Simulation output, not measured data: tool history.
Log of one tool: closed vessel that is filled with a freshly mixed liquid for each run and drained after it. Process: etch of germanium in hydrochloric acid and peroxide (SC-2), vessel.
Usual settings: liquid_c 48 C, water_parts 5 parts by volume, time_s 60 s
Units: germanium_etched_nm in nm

run,day,liquid_c,water_parts,time_s,"read-back film thickness of the germanium reference wafer, read on the same gauge (nm)",germanium_etched_nm
1,0.000,48,5,60,49.98,68.85
2,1.221,48,5,60,50.02,71.01
3,2.608,48,5,60,50.00,69.43
4,3.404,48,5,60,50.01,70.39
5,5.108,48,5,60,50.02,69.62
6,6.204,48,5,60,50.00,70.90
7,7.596,48,5,60,50.00,69.91
# day 7.962: gauge calibrated
8,8.825,48,5,60,49.99,70.52
# day 9.579: thermometer replaced
9,9.983,48,5,60,50.02,69.60

Forecast run 10:
10,12.042,42,4,60,?,?

read-back film thickness of the germanium reference wafer, read on the same gauge (nm): 50.01
germanium_etched_nm: 57.27 nm
Without the tool's hidden state the same run would have given germanium_etched_nm 57.27 nm.
